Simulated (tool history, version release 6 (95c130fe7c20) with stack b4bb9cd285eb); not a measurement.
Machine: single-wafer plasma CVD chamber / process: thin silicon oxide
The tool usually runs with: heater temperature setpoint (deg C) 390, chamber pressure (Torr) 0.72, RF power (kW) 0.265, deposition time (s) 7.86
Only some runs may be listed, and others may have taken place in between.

run,hour,heater temperature setpoint (deg C),chamber pressure (Torr),RF power (kW),deposition time (s),wafers since the last listed run,hours since the last thermocouple change,hours since the last RF generator calibration,hours since the last manometer calibration,hours since the showerhead was replaced,hours since the gauge calibration,"read-back reference wafer on the same gauge, thickness_nm",mean film thickness on the monitor wafer (angstrom)
1,0,390,0.72,0.265,7.86,0,2338.2,1578.3,1513.8,1851.1,810,13.004,126.82
2,47.2,390,0.72,0.265,7.86,724,2385.4,1625.5,1561,1898.3,857.2,13.004,127.23
3,105,390,0.72,0.265,7.86,887,2443.2,1683.3,1618.8,1956.1,915,13.015,127.22
4,158.4,390,0.72,0.265,7.86,819,2496.6,1736.7,1672.2,2009.5,968.4,13.003,127.7
5,185,390,0.72,0.265,7.86,408,2523.2,1763.3,1698.8,2036.1,995,13.003,127.58
6,245.9,390,0.72,0.265,7.86,934,2584.1,1824.2,1759.7,2097,1055.9,13.002,126.35
7,316.9,390,0.72,0.265,6.94,1089,2655.1,1895.2,1830.7,2168,1126.9,13.011,111.37
8,382.3,390,0.72,0.265,6.94,1003,2720.5,1960.6,1896.1,2233.4,1192.3,12.988,112.74
# hour 427: thermocouple changed; heater temperature recalibrated
9,427.5,390,0.72,0.265,7.86,570,0.5,2005.8,1941.3,2278.6,1237.5,12.99,127.36
10,457.9,400,0.72,0.265,7.86,466,30.9,2036.2,1971.7,2309,1267.9,12.99,126.94
11,524.7,400,0.72,0.265,7.86,1025,97.7,2103,2038.5,2375.8,1334.7,13.009,125.72
12,559,390,0.72,0.25,7.86,526,132,2137.3,2072.8,2410.1,1369,13.008,122.72
13,603.9,380,0.72,0.265,7.86,689,176.9,2182.2,2117.7,2455,1413.9,13.028,128
# hour 643.7: gauge calibrated
# hour 664.4: RF generator calibrated
14,666.9,383,0.72,0.265,7.86,844,239.9,2.5,2180.7,2518,23.2,12.989,134.15
15,855.7,400,0.72,0.295,8.39,2897,428.7,191.3,2369.5,2706.8,212,13.005,147.48
16,913.2,390,0.72,0.265,7.86,882,486.2,248.8,2427,2764.3,269.5,12.99,132.17
17,953.1,385,0.541,0.235,8.59,612,526.1,288.7,2466.9,2804.2,309.4,13.005,102.92
# hour 1002.4: showerhead replaced
18,1003.2,377,0.72,0.265,7.86,646,576.2,338.8,2517,0.8,359.5,12.998,132.38
# hour 1013.2: capacitance manometer re-zeroed and calibrated
19,1048.7,402,0.658,0.31,7.86,575,621.7,384.3,35.5,46.3,405,13.007,124.59
20,1090.6,382,0.72,0.215,6.79,643,663.6,426.2,77.4,88.2,446.9,12.99,95.43
21,1126.5,390,0.72,0.225,8.66,550,699.5,462.1,113.3,124.1,482.8,12.993,123.64
22,1153.5,401,0.874,0.285,7.86,414,726.5,489.1,140.3,151.1,509.8,13.013,151.98
23,1212.2,390,0.72,0.22,8.78,900,785.2,547.8,199,209.8,568.5,12.999,124.16
24,1244.1,390,0.72,0.265,7.86,489,817.1,579.7,230.9,241.7,600.4,13.019,125.91
25,1303.1,390,0.72,0.265,8.62,905,876.1,638.7,289.9,300.7,659.4,12.996,136.9
26,1342.6,397,0.72,0.305,6.79,606,915.6,678.2,329.4,340.2,698.9,12.996,116.35
27,1402,390,0.72,0.265,7.86,911,975,737.6,388.8,399.6,758.3,13.016,126.28
28,1453.9,386,0.72,0.265,7.86,796,1026.9,789.5,440.7,451.5,810.2,12.989,126.37

The same runs without the tool's hidden state, with the same run-to-run variation:
Hidden state at play: wafer temperature above the value expected at the setpoint (K); delivered RF power above the setpoint (%); true pressure above the setpoint (%); gauge reads high (%).
run,mean film thickness on the monitor wafer (angstrom)
1,126.28
2,126.69
3,126.68
4,127.15
5,127.03
6,125.8
7,110.88
8,112.25
9,126.79
10,126.37
11,125.16
12,122.35
13,127.43
14,127.01
15,141.06
16,126.85
17,98.57
18,127.56
19,126.13
20,97.03
21,125.54
22,153.93
23,125.88
24,127.08
25,137.98
26,116.85
27,127.04
28,127.01
